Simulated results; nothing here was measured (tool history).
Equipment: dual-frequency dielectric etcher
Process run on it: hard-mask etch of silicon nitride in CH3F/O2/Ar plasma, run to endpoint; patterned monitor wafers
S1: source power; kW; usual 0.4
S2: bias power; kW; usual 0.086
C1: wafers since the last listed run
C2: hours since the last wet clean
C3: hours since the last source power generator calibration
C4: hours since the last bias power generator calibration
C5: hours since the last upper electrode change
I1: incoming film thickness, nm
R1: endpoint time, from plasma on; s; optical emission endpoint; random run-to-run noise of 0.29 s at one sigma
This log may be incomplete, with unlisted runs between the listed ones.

{"run": 1, "hour": 0.0, "S1": 0.43, "S2": 0.086, "C1": 0, "C2": 528.6, "C3": 1310.5, "C4": 2970.9, "C5": 1610.4, "I1": 28.25, "R1": 40.3}
{"run": 2, "hour": 42.0, "S1": 0.43, "S2": 0.086, "C1": 405, "C2": 570.6, "C3": 1352.5, "C4": 3012.9, "C5": 1652.4, "I1": 28.31, "R1": 40.6}
{"hour": 99.5, "done": "wet clean of the chamber"}
{"run": 3, "hour": 100.0, "S1": 0.43, "S2": 0.086, "C1": 328, "C2": 0.5, "C3": 1410.5, "C4": 3070.9, "C5": 1710.4, "I1": 27.96, "R1": 39.8}
{"run": 4, "hour": 166.0, "S1": 0.4, "S2": 0.086, "C1": 636, "C2": 66.5, "C3": 1476.5, "C4": 3136.9, "C5": 1776.4, "I1": 27.89, "R1": 40.3}
{"run": 5, "hour": 224.6, "S1": 0.4, "S2": 0.086, "C1": 565, "C2": 125.1, "C3": 1535.1, "C4": 3195.5, "C5": 1835, "I1": 28.33, "R1": 41.4}
{"run": 6, "hour": 257.2, "S1": 0.4, "S2": 0.086, "C1": 314, "C2": 157.7, "C3": 1567.7, "C4": 3228.1, "C5": 1867.6, "I1": 28.11, "R1": 41}
{"run": 7, "hour": 325.3, "S1": 0.4, "S2": 0.086, "C1": 657, "C2": 225.8, "C3": 1635.8, "C4": 3296.2, "C5": 1935.7, "I1": 28.17, "R1": 41.5}
{"run": 8, "hour": 394.4, "S1": 0.46, "S2": 0.086, "C1": 666, "C2": 294.9, "C3": 1704.9, "C4": 3365.3, "C5": 2004.8, "I1": 28.11, "R1": 39.3}
{"run": 9, "hour": 455.4, "S1": 0.4, "S2": 0.086, "C1": 588, "C2": 355.9, "C3": 1765.9, "C4": 3426.3, "C5": 2065.8, "I1": 28.16, "R1": 41.6}
{"hour": 498.7, "done": "bias power generator calibrated"}
{"run": 10, "hour": 667.8, "S1": 0.4, "S2": 0.094, "C1": 2011, "C2": 568.3, "C3": 1978.3, "C4": 169.1, "C5": 2278.2, "I1": 28.26, "R1": 40.1}
{"hour": 706.6, "done": "wet clean of the chamber"}
{"run": 11, "hour": 738.2, "S1": 0.4, "S2": 0.094, "C1": 447, "C2": 31.6, "C3": 2048.7, "C4": 239.5, "C5": 2348.6, "I1": 28.28, "R1": 40.4}
{"run": 12, "hour": 796.6, "S1": 0.4, "S2": 0.086, "C1": 563, "C2": 90, "C3": 2107.1, "C4": 297.9, "C5": 2407, "I1": 27.92, "R1": 40.8}
{"run": 13, "hour": 848.8, "S1": 0.4, "S2": 0.086, "C1": 503, "C2": 142.2, "C3": 2159.3, "C4": 350.1, "C5": 2459.2, "I1": 27.97, "R1": 40.9}
{"run": 14, "hour": 887.8, "S1": 0.45, "S2": 0.067, "C1": 376, "C2": 181.2, "C3": 2198.3, "C4": 389.1, "C5": 2498.2, "I1": 28.25, "R1": 42.9}
{"run": 15, "hour": 959.1, "S1": 0.31, "S2": 0.104, "C1": 688, "C2": 252.5, "C3": 2269.6, "C4": 460.4, "C5": 2569.5, "I1": 28.04, "R1": 42}
{"run": 16, "hour": 1003.4, "S1": 0.35, "S2": 0.073, "C1": 427, "C2": 296.8, "C3": 2313.9, "C4": 504.7, "C5": 2613.8, "I1": 27.97, "R1": 44.7}
{"run": 17, "hour": 1045.5, "S1": 0.43, "S2": 0.108, "C1": 406, "C2": 338.9, "C3": 2356, "C4": 546.8, "C5": 2655.9, "I1": 28.18, "R1": 37}
{"hour": 1244.3, "done": "wet clean of the chamber"}
{"run": 18, "hour": 1261.0, "S1": 0.46, "S2": 0.066, "C1": 1847, "C2": 16.7, "C3": 2571.5, "C4": 762.3, "C5": 2871.4, "I1": 28.32, "R1": 42.4}
{"run": 19, "hour": 1293.3, "S1": 0.4, "S2": 0.086, "C1": 311, "C2": 49, "C3": 2603.8, "C4": 794.6, "C5": 2903.7, "I1": 28.37, "R1": 41.4}
{"run": 20, "hour": 1362.8, "S1": 0.43, "S2": 0.071, "C1": 670, "C2": 118.5, "C3": 2673.3, "C4": 864.1, "C5": 2973.2, "I1": 27.82, "R1": 41.9}
{"hour": 1391.0, "done": "upper electrode replaced"}
{"run": 21, "hour": 1416.2, "S1": 0.44, "S2": 0.074, "C1": 283, "C2": 171.9, "C3": 2726.7, "C4": 917.5, "C5": 25.2, "I1": 27.89, "R1": 41}
{"run": 22, "hour": 1481.6, "S1": 0.4, "S2": 0.102, "C1": 631, "C2": 237.3, "C3": 2792.1, "C4": 982.9, "C5": 90.6, "I1": 27.95, "R1": 38.4}
{"run": 23, "hour": 1569.1, "S1": 0.5, "S2": 0.075, "C1": 844, "C2": 324.8, "C3": 2879.6, "C4": 1070.4, "C5": 178.1, "I1": 28.13, "R1": 39.1}
{"hour": 1601.4, "done": "source power generator calibrated"}
{"run": 24, "hour": 1625.9, "S1": 0.36, "S2": 0.071, "C1": 509, "C2": 381.6, "C3": 24.5, "C4": 1127.2, "C5": 234.9, "I1": 28.3, "R1": 45.3}
{"run": 25, "hour": 1810.3, "S1": 0.44, "S2": 0.071, "C1": 1779, "C2": 566, "C3": 208.9, "C4": 1311.6, "C5": 419.3, "I1": 28.08, "R1": 42.1}
{"hour": 1846.8, "done": "wet clean of the chamber"}
{"run": 26, "hour": 1879.2, "S1": 0.35, "S2": 0.103, "C1": 433, "C2": 32.4, "C3": 277.8, "C4": 1380.5, "C5": 488.2, "I1": 28.18, "R1": 40.9}
{"run": 27, "hour": 2026.6, "S1": 0.33, "S2": 0.101, "C1": 1422, "C2": 179.8, "C3": 425.2, "C4": 1527.9, "C5": 635.6, "I1": 28.37, "R1": 41.9}
{"run": 28, "hour": 2060.6, "S1": 0.4, "S2": 0.073, "C1": 328, "C2": 213.8, "C3": 459.2, "C4": 1561.9, "C5": 669.6, "I1": 28.25, "R1": 43.4}
{"run": 29, "hour": 2123.8, "S1": 0.34, "S2": 0.076, "C1": 609, "C2": 277, "C3": 522.4, "C4": 1625.1, "C5": 732.8, "I1": 28.03, "R1": 45}
{"run": 30, "hour": 2178.2, "S1": 0.4, "S2": 0.086, "C1": 524, "C2": 331.4, "C3": 576.8, "C4": 1679.5, "C5": 787.2, "I1": 28.05, "R1": 40.4}
{"run": 31, "hour": 2203.0, "S1": 0.32, "S2": 0.071, "C1": 239, "C2": 356.2, "C3": 601.6, "C4": 1704.3, "C5": 812, "I1": 27.81, "R1": 46.4}
{"run": 32, "hour": 2241.3, "S1": 0.4, "S2": 0.086, "C1": 369, "C2": 394.5, "C3": 639.9, "C4": 1742.6, "C5": 850.3, "I1": 28.09, "R1": 40.8}
{"run": 33, "hour": 2272.2, "S1": 0.4, "S2": 0.086, "C1": 298, "C2": 425.4, "C3": 670.8, "C4": 1773.5, "C5": 881.2, "I1": 28, "R1": 41}
{"run": 34, "hour": 2326.2, "S1": 0.4, "S2": 0.086, "C1": 521, "C2": 479.4, "C3": 724.8, "C4": 1827.5, "C5": 935.2, "I1": 28.2, "R1": 41.5}
{"hour": 2359.7, "done": "wet clean of the chamber"}
{"run": 35, "hour": 2386.2, "S1": 0.4, "S2": 0.095, "C1": 347, "C2": 26.5, "C3": 784.8, "C4": 1887.5, "C5": 995.2, "I1": 28.16, "R1": 40.1}
{"run": 36, "hour": 2511.6, "S1": 0.33, "S2": 0.067, "C1": 1210, "C2": 151.9, "C3": 910.2, "C4": 2012.9, "C5": 1120.6, "I1": 28.1, "R1": 47.2}

Run-by-run hidden state of the tool:
etch rate over this chamber's usual, %: 0 at every run
source power that arrives over what is set, %: 0 at every run
bias power that arrives over what is set, %: 0 at every run

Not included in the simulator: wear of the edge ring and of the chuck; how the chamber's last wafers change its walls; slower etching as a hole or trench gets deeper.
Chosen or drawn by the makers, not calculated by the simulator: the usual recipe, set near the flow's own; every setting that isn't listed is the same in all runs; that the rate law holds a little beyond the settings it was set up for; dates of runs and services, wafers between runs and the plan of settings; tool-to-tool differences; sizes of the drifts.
